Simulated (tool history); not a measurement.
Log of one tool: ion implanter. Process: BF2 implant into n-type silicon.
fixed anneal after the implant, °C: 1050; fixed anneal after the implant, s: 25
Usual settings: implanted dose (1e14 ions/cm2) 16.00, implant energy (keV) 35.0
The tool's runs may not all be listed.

run,hour,implanted dose (1e14 ions/cm2),implant energy (keV),"read-back reference wafer on the same gauge, sheet resistance",sheet resistance of the implanted and annealed layer (ohm/square)
1,0.0,16.00,31.5,95.42,95.68
2,47.8,16.00,31.5,95.41,95.87
3,64.8,16.00,31.5,95.39,95.94
4,78.7,16.00,35.0,95.43,93.03
# hour 116.9: Faraday cup replaced and dose calibrated
5,125.0,12.47,31.5,95.36,105.29
6,138.6,19.68,35.0,95.39,84.62
7,149.4,16.00,35.0,95.39,90.46
8,155.4,16.00,35.0,95.39,90.92
# hour 160.1: gauge calibrated
9,168.4,16.00,35.0,95.42,90.42
10,184.8,16.00,35.0,95.43,90.64
# hour 202.6: extraction supply calibrated
11,218.7,16.00,35.0,95.44,90.86
12,234.3,13.24,35.0,95.41,98.79
13,242.0,13.24,35.0,95.42,99.10
14,253.7,12.23,30.0,95.41,107.45
15,265.6,16.00,35.0,95.38,90.44
16,277.2,16.00,35.0,95.38,90.64
17,284.2,16.00,23.0,95.37,103.03
18,294.6,14.34,44.0,95.40,90.08
19,304.2,16.00,35.0,95.38,90.37
20,319.7,17.75,26.0,95.41,95.88
21,327.9,12.13,44.0,95.41,100.00
22,334.2,16.00,35.0,95.39,90.92
23,346.9,16.00,25.0,95.41,100.35
24,363.8,16.00,35.0,95.42,90.80
25,379.8,16.00,35.0,95.38,91.00

Forecast run 26:
26,393.1,17.98,40.0,?,?

Run 26 gave read-back reference wafer on the same gauge, sheet resistance 95.37, sheet resistance of the implanted and annealed layer (ohm/square) 83.30.
Without the tool's hidden state the same run would have given sheet resistance of the implanted and annealed layer (ohm/square) 83.21.

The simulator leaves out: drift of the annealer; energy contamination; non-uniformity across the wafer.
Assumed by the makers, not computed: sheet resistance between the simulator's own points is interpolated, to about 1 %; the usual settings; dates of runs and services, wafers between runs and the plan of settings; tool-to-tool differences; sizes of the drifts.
